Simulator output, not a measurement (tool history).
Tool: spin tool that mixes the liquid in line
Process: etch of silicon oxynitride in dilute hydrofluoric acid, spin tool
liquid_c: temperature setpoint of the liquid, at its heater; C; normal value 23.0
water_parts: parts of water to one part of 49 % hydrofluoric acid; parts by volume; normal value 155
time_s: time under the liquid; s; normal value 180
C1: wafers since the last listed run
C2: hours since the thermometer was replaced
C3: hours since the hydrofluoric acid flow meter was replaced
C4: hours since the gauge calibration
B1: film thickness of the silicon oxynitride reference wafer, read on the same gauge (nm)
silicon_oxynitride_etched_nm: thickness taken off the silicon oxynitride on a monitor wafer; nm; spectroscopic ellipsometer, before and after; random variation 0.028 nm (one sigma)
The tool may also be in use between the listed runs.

run 1 hour=0.0 | liquid_c=23.0 water_parts=155 time_s=180 | C1=0 C2=2194.8 C3=1127.0 C4=358.3 | B1=100.013 | silicon_oxynitride_etched_nm=1.549
run 2 hour=91.9 | liquid_c=23.0 water_parts=155 time_s=180 | C1=825 C2=2286.7 C3=1218.9 C4=450.2 | B1=99.995 | silicon_oxynitride_etched_nm=1.542
run 3 hour=286.3 | liquid_c=23.0 water_parts=155 time_s=180 | C1=1746 C2=2481.1 C3=1413.3 C4=644.6 | B1=100.012 | silicon_oxynitride_etched_nm=1.516
run 4 hour=359.0 | liquid_c=23.0 water_parts=155 time_s=125 | C1=653 C2=2553.8 C3=1486.0 C4=717.3 | B1=99.991 | silicon_oxynitride_etched_nm=1.062
run 5 hour=442.7 | liquid_c=23.0 water_parts=155 time_s=125 | C1=752 C2=2637.5 C3=1569.7 C4=801.0 | B1=99.998 | silicon_oxynitride_etched_nm=1.051
run 6 hour=480.1 | liquid_c=23.0 water_parts=155 time_s=180 | C1=336 C2=2674.9 C3=1607.1 C4=838.4 | B1=99.995 | silicon_oxynitride_etched_nm=1.503
run 7 hour=562.3 | liquid_c=23.0 water_parts=155 time_s=180 | C1=738 C2=2757.1 C3=1689.3 C4=920.6 | B1=100.016 | silicon_oxynitride_etched_nm=1.506
run 8 hour=610.3 | liquid_c=23.0 water_parts=155 time_s=180 | C1=431 C2=2805.1 C3=1737.3 C4=968.6 | B1=100.014 | silicon_oxynitride_etched_nm=1.536
run 9 hour=708.1 | liquid_c=23.0 water_parts=155 time_s=225 | C1=878 C2=2902.9 C3=1835.1 C4=1066.4 | B1=99.983 | silicon_oxynitride_etched_nm=1.892
run 10 hour=803.0 | liquid_c=23.0 water_parts=155 time_s=225 | C1=852 C2=2997.8 C3=1930.0 C4=1161.3 | B1=99.996 | silicon_oxynitride_etched_nm=1.899
run 11 hour=893.9 | liquid_c=23.0 water_parts=155 time_s=180 | C1=816 C2=3088.7 C3=2020.9 C4=1252.2 | B1=99.998 | silicon_oxynitride_etched_nm=1.501
run 12 hour=948.7 | liquid_c=23.0 water_parts=155 time_s=180 | C1=492 C2=3143.5 C3=2075.7 C4=1307.0 | B1=99.971 | silicon_oxynitride_etched_nm=1.446
run 13 hour=987.1 | liquid_c=24.5 water_parts=155 time_s=180 | C1=345 C2=3181.9 C3=2114.1 C4=1345.4 | B1=100.031 | silicon_oxynitride_etched_nm=1.605
run 14 hour=1059.0 | liquid_c=27.0 water_parts=155 time_s=180 | C1=646 C2=3253.8 C3=2186.0 C4=1417.3 | B1=100.006 | silicon_oxynitride_etched_nm=1.786
-- hour=1085.6 thermometer replaced
-- hour=1138.2 hydrofluoric acid flow meter replaced
run 15 hour=1149.9 | liquid_c=24.5 water_parts=155 time_s=180 | C1=798 C2=64.3 C3=11.7 C4=1508.2 | B1=100.017 | silicon_oxynitride_etched_nm=1.482
-- hour=1224.1 gauge calibrated
run 16 hour=1250.3 | liquid_c=23.0 water_parts=155 time_s=180 | C1=902 C2=164.7 C3=112.1 C4=26.2 | B1=99.999 | silicon_oxynitride_etched_nm=1.336
run 17 hour=1330.4 | liquid_c=23.0 water_parts=100 time_s=255 | C1=719 C2=244.8 C3=192.2 C4=106.3 | B1=99.985 | silicon_oxynitride_etched_nm=3.109
run 18 hour=1437.5 | liquid_c=18.5 water_parts=215 time_s=235 | C1=962 C2=351.9 C3=299.3 C4=213.4 | B1=99.994 | silicon_oxynitride_etched_nm=0.980
run 19 hour=1532.4 | liquid_c=18.5 water_parts=225 time_s=80 | C1=852 C2=446.8 C3=394.2 C4=308.3 | B1=99.981 | silicon_oxynitride_etched_nm=0.315
run 20 hour=1625.3 | liquid_c=23.0 water_parts=155 time_s=265 | C1=834 C2=539.7 C3=487.1 C4=401.2 | B1=99.994 | silicon_oxynitride_etched_nm=1.967
-- hour=1652.7 hydrofluoric acid flow meter replaced, repeated, since the last time left the tool worse
run 21 hour=1696.1 | liquid_c=19.0 water_parts=105 time_s=110 | C1=627 C2=610.5 C3=43.4 C4=472.0 | B1=100.001 | silicon_oxynitride_etched_nm=1.208
run 22 hour=1801.3 | liquid_c=23.0 water_parts=155 time_s=180 | C1=945 C2=715.7 C3=148.6 C4=577.2 | B1=99.989 | silicon_oxynitride_etched_nm=1.582
run 23 hour=1851.5 | liquid_c=20.0 water_parts=155 time_s=80 | C1=451 C2=765.9 C3=198.8 C4=627.4 | B1=100.013 | silicon_oxynitride_etched_nm=0.609
run 24 hour=1937.9 | liquid_c=23.0 water_parts=155 time_s=180 | C1=776 C2=852.3 C3=285.2 C4=713.8 | B1=99.994 | silicon_oxynitride_etched_nm=1.555
run 25 hour=1997.5 | liquid_c=23.0 water_parts=155 time_s=180 | C1=535 C2=911.9 C3=344.8 C4=773.4 | B1=100.035 | silicon_oxynitride_etched_nm=1.572
run 26 hour=2092.2 | liquid_c=23.0 water_parts=135 time_s=180 | C1=850 C2=1006.6 C3=439.5 C4=868.1 | B1=100.012 | silicon_oxynitride_etched_nm=1.817

Measured minus without-hidden-state, run by run (identical run-to-run variation in each term; gauge scatter may differ):
The hidden state here: liquid colder than its thermometer reads (K); hydrofluoric acid flow below the setpoint (%); gauge reads high (%).
run=1 silicon_oxynitride_etched_nm=-0.079
run=2 silicon_oxynitride_etched_nm=-0.083
run=3 silicon_oxynitride_etched_nm=-0.093
run=4 silicon_oxynitride_etched_nm=-0.068
run=5 silicon_oxynitride_etched_nm=-0.071
run=6 silicon_oxynitride_etched_nm=-0.104
run=7 silicon_oxynitride_etched_nm=-0.109
run=8 silicon_oxynitride_etched_nm=-0.113
run=9 silicon_oxynitride_etched_nm=-0.147
run=10 silicon_oxynitride_etched_nm=-0.155
run=11 silicon_oxynitride_etched_nm=-0.128
run=12 silicon_oxynitride_etched_nm=-0.126
run=13 silicon_oxynitride_etched_nm=-0.143
run=14 silicon_oxynitride_etched_nm=-0.166
run=15 silicon_oxynitride_etched_nm=-0.278
run=16 silicon_oxynitride_etched_nm=-0.256
run=17 silicon_oxynitride_etched_nm=-0.584
run=18 silicon_oxynitride_etched_nm=-0.199
run=19 silicon_oxynitride_etched_nm=-0.066
run=20 silicon_oxynitride_etched_nm=-0.412
run=21 silicon_oxynitride_etched_nm=-0.015
run=22 silicon_oxynitride_etched_nm=-0.027
run=23 silicon_oxynitride_etched_nm=-0.011
run=24 silicon_oxynitride_etched_nm=-0.033
run=25 silicon_oxynitride_etched_nm=-0.037
run=26 silicon_oxynitride_etched_nm=-0.048
